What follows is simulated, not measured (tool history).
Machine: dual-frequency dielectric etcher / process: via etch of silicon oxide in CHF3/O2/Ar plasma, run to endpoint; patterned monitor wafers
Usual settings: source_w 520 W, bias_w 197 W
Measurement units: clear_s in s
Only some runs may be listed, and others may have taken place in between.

run	hour	source_w	bias_w	incoming incoming film thickness, nm	clear_s
1	0.0	520	197	735.5	375.3
2	65.6	520	197	730.0	369.2
3	139.8	520	197	735.6	371.4
4	182.5	520	197	727.8	361.5
5	266.4	610	163	730.7	363.6
# hour 299.6: wet clean of the chamber
6	324.9	610	163	734.0	377.9
7	632.7	520	197	736.9	368.1
8	717.5	520	197	729.8	361.8
# hour 763.8: wet clean of the chamber
9	772.8	520	197	733.1	375.7
10	860.6	520	197	733.9	373.1
11	963.1	520	160	739.8	398.3
12	1041.6	520	160	734.8	391.4
# hour 1242.1: wet clean of the chamber
13	1242.6	520	160	735.4	407.4
14	1498.2	520	197	734.6	364.8
15	1578.6	600	197	729.7	344.6
# hour 1602.9: source power generator calibrated
16	1680.4	520	197	722.6	355.1
# hour 1762.0: wet clean of the chamber
17	1762.5	430	197	728.3	401.1
18	1805.7	440	216	734.7	385.5
# hour 1852.1: upper electrode replaced
19	1859.9	520	197	732.2	375.3
# hour 1874.7: bias power generator calibrated
20	1914.1	520	197	735.1	370.7
21	1986.7	520	151	731.3	404.8
22	2057.2	640	219	732.1	328.7
23	2149.2	560	238	736.6	335.4
24	2211.6	520	237	731.0	332.0
25	2281.5	520	197	743.3	360.0
# hour 2338.4: wet clean of the chamber
26	2338.9	520	197	730.7	378.6
27	2372.0	520	243	735.1	358.2
28	2448.6	580	235	732.3	342.4
29	2530.7	520	197	731.0	372.3

State the hidden condition of the tool at each of the runs:
source power that arrives over what is set, %: 0 across all the runs
bias power that arrives over what is set, %: 0 across all the runs
H1: etch rate over this chamber's usual, %
run	H1
1	1.44
2	2.12
3	2.9
4	3.35
5	4.23
6	0.533
7	3.76
8	4.64
9	0.489
10	1.41
11	2.48
12	3.3
13	0.403
14	3.08
15	3.92
16	4.99
17	0.034
18	0.486
19	1.05
20	1.62
21	2.38
22	3.12
23	4.08
24	4.74
25	5.47
26	-1.52
27	-1.18
28	-0.376
29	0.484
